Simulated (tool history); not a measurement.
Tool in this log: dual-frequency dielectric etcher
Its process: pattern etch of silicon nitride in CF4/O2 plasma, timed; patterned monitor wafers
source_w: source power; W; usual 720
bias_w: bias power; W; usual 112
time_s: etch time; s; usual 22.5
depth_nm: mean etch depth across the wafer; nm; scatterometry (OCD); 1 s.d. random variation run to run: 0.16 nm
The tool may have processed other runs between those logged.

| run | hour | source_w | bias_w | time_s | wafers since the last listed run | hours since the last wet clean | hours since the last source power generator calibration | hours since the last bias power generator calibration | hours since the last upper electrode change | hours since the gauge calibration | read-back reference wafer on the same gauge, depth_nm | depth_nm |
|---|---|---|---|---|---|---|---|---|---|---|---|---|
| 1 | 0 | 720 | 112 | 22.5 | 0 | 42.7 | 1701.8 | 2605.8 | 4652.1 | 848.9 | 48.6 | 59.2 |
| 2 | 59.4 | 720 | 112 | 22.5 | 988 | 102.1 | 1761.2 | 2665.2 | 4711.5 | 908.3 | 48.6 | 59.3 |
| 3 | 92 | 720 | 112 | 25 | 542 | 134.7 | 1793.8 | 2697.8 | 4744.1 | 940.9 | 48.6 | 65.6 |
| 4 | 128.7 | 720 | 112 | 22.5 | 610 | 171.4 | 1830.5 | 2734.5 | 4780.8 | 977.6 | 48.6 | 58.8 |
| 5 | 186.4 | 720 | 112 | 22.5 | 960 | 229.1 | 1888.2 | 2792.2 | 4838.5 | 1035.3 | 48.6 | 58.4 |
|  | 225.4 | wet clean of the chamber, repeated, since the last time left the tool worse |
| 6 | 233.4 | 720 | 112 | 22.5 | 382 | 8 | 1935.2 | 2839.2 | 4885.5 | 1082.3 | 48.6 | 56.2 |
| 7 | 298.3 | 720 | 112 | 22.5 | 1080 | 72.9 | 2000.1 | 2904.1 | 4950.4 | 1147.2 | 48.6 | 56.3 |
|  | 306.6 | bias power generator calibrated |
| 8 | 327.7 | 720 | 112 | 22.5 | 422 | 102.3 | 2029.5 | 21.1 | 4979.8 | 1176.6 | 48.6 | 55.9 |
| 9 | 383.6 | 720 | 121 | 22.5 | 930 | 158.2 | 2085.4 | 77 | 5035.7 | 1232.5 | 48.6 | 57.9 |
| 10 | 421.5 | 720 | 112 | 22.5 | 630 | 196.1 | 2123.3 | 114.9 | 5073.6 | 1270.4 | 48.6 | 55.8 |
|  | 490.5 | gauge calibrated |
|  | 584.3 | wet clean of the chamber |
| 11 | 592.3 | 720 | 112 | 22.5 | 2443 | 8 | 2294.1 | 285.7 | 5244.4 | 101.8 | 48.6 | 56.3 |
|  | 640.6 | source power generator calibrated |
| 12 | 660.9 | 720 | 112 | 19.5 | 1075 | 76.6 | 20.3 | 354.3 | 5313 | 170.4 | 48.6 | 48.4 |
|  | 729.5 | upper electrode replaced |
| 13 | 730 | 780 | 135 | 22.5 | 750 | 145.7 | 89.4 | 423.4 | 0.5 | 239.5 | 48.6 | 65.4 |
| 14 | 743.8 | 540 | 112 | 22.5 | 229 | 159.5 | 103.2 | 437.2 | 14.3 | 253.3 | 48.6 | 40.6 |
| 15 | 783.4 | 650 | 112 | 25.5 | 659 | 199.1 | 142.8 | 476.8 | 53.9 | 292.9 | 48.6 | 56.2 |
| 16 | 855.4 | 850 | 112 | 24.5 | 1198 | 271.1 | 214.8 | 548.8 | 125.9 | 364.9 | 48.6 | 71.5 |
| 17 | 886.3 | 720 | 112 | 26.5 | 514 | 302 | 245.7 | 579.7 | 156.8 | 395.8 | 48.6 | 65 |

Run 18 has not been measured yet. What should we expect?
| 18 | 920.5 | 640 | 86 | 22.5 | 569 | 336.2 | 279.9 | 613.9 | 191 | 430 | ? | ? |

read-back reference wafer on the same gauge, depth_nm: 48.6
depth_nm: 43.5 nm
Without the tool's hidden state the same run would have given depth_nm 44.6 nm.

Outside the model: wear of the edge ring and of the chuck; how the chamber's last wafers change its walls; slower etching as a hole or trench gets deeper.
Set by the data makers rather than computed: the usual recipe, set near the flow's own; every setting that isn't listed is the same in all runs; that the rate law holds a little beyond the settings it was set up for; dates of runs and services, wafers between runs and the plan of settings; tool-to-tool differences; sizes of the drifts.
